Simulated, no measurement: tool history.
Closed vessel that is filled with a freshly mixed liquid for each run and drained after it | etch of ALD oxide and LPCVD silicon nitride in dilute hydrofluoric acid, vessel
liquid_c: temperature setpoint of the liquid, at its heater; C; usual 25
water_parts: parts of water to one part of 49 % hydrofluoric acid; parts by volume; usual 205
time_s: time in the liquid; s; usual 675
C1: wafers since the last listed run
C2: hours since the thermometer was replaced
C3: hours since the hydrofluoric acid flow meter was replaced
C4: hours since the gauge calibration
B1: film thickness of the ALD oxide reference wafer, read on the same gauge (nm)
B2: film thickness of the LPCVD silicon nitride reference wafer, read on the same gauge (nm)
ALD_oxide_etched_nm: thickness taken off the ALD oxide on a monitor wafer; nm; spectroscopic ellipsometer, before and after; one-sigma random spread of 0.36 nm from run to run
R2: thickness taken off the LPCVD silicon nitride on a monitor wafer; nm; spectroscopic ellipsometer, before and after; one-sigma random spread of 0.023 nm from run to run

run 1 hour=0 | liquid_c=25 water_parts=260 time_s=675 | C1=0 C2=1673.8 C3=306.3 C4=437.9 | B1=79.98 B2=30.025 | ALD_oxide_etched_nm=37.88 R2=1.398
run 2 hour=8.3 | liquid_c=25 water_parts=260 time_s=675 | C1=319 C2=1682.1 C3=314.6 C4=446.2 | B1=80.02 B2=29.991 | ALD_oxide_etched_nm=38.42 R2=1.397
run 3 hour=24.6 | liquid_c=25 water_parts=205 time_s=675 | C1=626 C2=1698.4 C3=330.9 C4=462.5 | B1=79.97 B2=30.015 | ALD_oxide_etched_nm=51.22 R2=1.775
run 4 hour=36 | liquid_c=28 water_parts=205 time_s=675 | C1=438 C2=1709.8 C3=342.3 C4=473.9 | B1=79.98 B2=30.012 | ALD_oxide_etched_nm=57.5 R2=2.129
run 5 hour=46 | liquid_c=29.5 water_parts=205 time_s=675 | C1=384 C2=1719.8 C3=352.3 C4=483.9 | B1=80.04 B2=30.047 | ALD_oxide_etched_nm=60.57 R2=2.356
-- hour=47.9 gauge calibrated
run 6 hour=56.6 | liquid_c=25 water_parts=125 time_s=675 | C1=407 C2=1730.4 C3=362.9 C4=8.7 | B1=80.02 B2=29.964 | ALD_oxide_etched_nm=90.78 R2=2.889
run 7 hour=73.7 | liquid_c=25 water_parts=205 time_s=675 | C1=657 C2=1747.5 C3=380 C4=25.8 | B1=80.01 B2=29.99 | ALD_oxide_etched_nm=50.98 R2=1.794
-- hour=76.2 thermometer replaced
run 8 hour=80.3 | liquid_c=25 water_parts=205 time_s=675 | C1=215 C2=4.1 C3=386.6 C4=32.4 | B1=80.02 B2=29.997 | ALD_oxide_etched_nm=56.7 R2=2.088
-- hour=90 hydrofluoric acid flow meter replaced
run 9 hour=90.6 | liquid_c=25 water_parts=205 time_s=675 | C1=357 C2=14.4 C3=0.6 C4=42.7 | B1=79.98 B2=30.006 | ALD_oxide_etched_nm=56.19 R2=2.094
run 10 hour=105.2 | liquid_c=25 water_parts=205 time_s=675 | C1=561 C2=29 C3=15.2 C4=57.3 | B1=80 B2=29.991 | ALD_oxide_etched_nm=56.56 R2=2.133
run 11 hour=112.7 | liquid_c=28.5 water_parts=205 time_s=675 | C1=288 C2=36.5 C3=22.7 C4=64.8 | B1=80.02 B2=29.991 | ALD_oxide_etched_nm=63.91 R2=2.579
run 12 hour=119.7 | liquid_c=25 water_parts=170 time_s=520 | C1=269 C2=43.5 C3=29.7 C4=71.8 | B1=80.01 B2=30.01 | ALD_oxide_etched_nm=54.83 R2=1.916
run 13 hour=133 | liquid_c=25 water_parts=205 time_s=430 | C1=511 C2=56.8 C3=43 C4=85.1 | B1=79.98 B2=30 | ALD_oxide_etched_nm=35.73 R2=1.359
run 14 hour=141.1 | liquid_c=29.5 water_parts=205 time_s=675 | C1=311 C2=64.9 C3=51.1 C4=93.2 | B1=80.02 B2=29.982 | ALD_oxide_etched_nm=66.18 R2=2.803
run 15 hour=149.7 | liquid_c=21 water_parts=105 time_s=400 | C1=330 C2=73.5 C3=59.7 C4=101.8 | B1=80.02 B2=30.015 | ALD_oxide_etched_nm=61.98 R2=1.834
run 16 hour=167.4 | liquid_c=25 water_parts=275 time_s=345 | C1=680 C2=91.2 C3=77.4 C4=119.5 | B1=79.98 B2=30.013 | ALD_oxide_etched_nm=19.68 R2=0.802
run 17 hour=174.5 | liquid_c=25 water_parts=290 time_s=950 | C1=273 C2=98.3 C3=84.5 C4=126.6 | B1=80.03 B2=29.988 | ALD_oxide_etched_nm=51.49 R2=2.057
run 18 hour=189.3 | liquid_c=25 water_parts=205 time_s=675 | C1=569 C2=113.1 C3=99.3 C4=141.4 | B1=80 B2=29.992 | ALD_oxide_etched_nm=55.8 R2=2.094
run 19 hour=200.6 | liquid_c=27.5 water_parts=125 time_s=675 | C1=434 C2=124.4 C3=110.6 C4=152.7 | B1=80 B2=30.022 | ALD_oxide_etched_nm=111.04 R2=3.975
run 20 hour=216.6 | liquid_c=29.5 water_parts=125 time_s=830 | C1=615 C2=140.4 C3=126.6 C4=168.7 | B1=80.03 B2=30.003 | ALD_oxide_etched_nm=147.61 R2=5.522
run 21 hour=231.4 | liquid_c=25 water_parts=205 time_s=675 | C1=569 C2=155.2 C3=141.4 C4=183.5 | B1=79.99 B2=29.964 | ALD_oxide_etched_nm=55.92 R2=2.047
run 22 hour=239.6 | liquid_c=25 water_parts=130 time_s=675 | C1=315 C2=163.4 C3=149.6 C4=191.7 | B1=80.02 B2=29.998 | ALD_oxide_etched_nm=96.24 R2=3.245
run 23 hour=254.4 | liquid_c=25 water_parts=170 time_s=480 | C1=569 C2=178.2 C3=164.4 C4=206.5 | B1=80.03 B2=29.935 | ALD_oxide_etched_nm=49.71 R2=1.754
run 24 hour=271.9 | liquid_c=26.5 water_parts=110 time_s=375 | C1=672 C2=195.7 C3=181.9 C4=224 | B1=79.98 B2=29.979 | ALD_oxide_etched_nm=68.05 R2=2.373
run 25 hour=288.6 | liquid_c=25 water_parts=205 time_s=370 | C1=642 C2=212.4 C3=198.6 C4=240.7 | B1=80.06 B2=30.019 | ALD_oxide_etched_nm=30.58 R2=1.16
run 26 hour=303.2 | liquid_c=30 water_parts=280 time_s=275 | C1=561 C2=227 C3=213.2 C4=255.3 | B1=79.96 B2=30.026 | ALD_oxide_etched_nm=18.22 R2=0.834

Here are 4 independent what-if runs from the current tool condition. What would each one return?
run A hour=304 | liquid_c=25 water_parts=205 time_s=495 | C1=30 C2=227.8 C3=214 C4=256.1 | B1=? B2=? | ALD_oxide_etched_nm=? R2=?
run B hour=304 | liquid_c=25 water_parts=175 time_s=305 | C1=30 C2=227.8 C3=214 C4=256.1 | B1=? B2=? | ALD_oxide_etched_nm=? R2=?
run C hour=304 | liquid_c=28.5 water_parts=145 time_s=795 | C1=30 C2=227.8 C3=214 C4=256.1 | B1=? B2=? | ALD_oxide_etched_nm=? R2=?
run D hour=304 | liquid_c=23.5 water_parts=150 time_s=975 | C1=30 C2=227.8 C3=214 C4=256.1 | B1=? B2=? | ALD_oxide_etched_nm=? R2=?

run=A B1=80.05 B2=30.007 ALD_oxide_etched_nm=40.95 R2=1.504
run=B B1=80.05 B2=30.007 ALD_oxide_etched_nm=30.55 R2=1.084
run=C B1=80.05 B2=30.007 ALD_oxide_etched_nm=113.4 R2=4.251
run=D B1=80.05 B2=30.007 ALD_oxide_etched_nm=110.66 R2=3.665
Without the tool's unlogged condition, the same runs would have read:
run=A ALD_oxide_etched_nm=41.75 R2=1.555
run=B ALD_oxide_etched_nm=31.16 R2=1.121
run=C ALD_oxide_etched_nm=115.63 R2=4.394
run=D ALD_oxide_etched_nm=112.94 R2=3.793
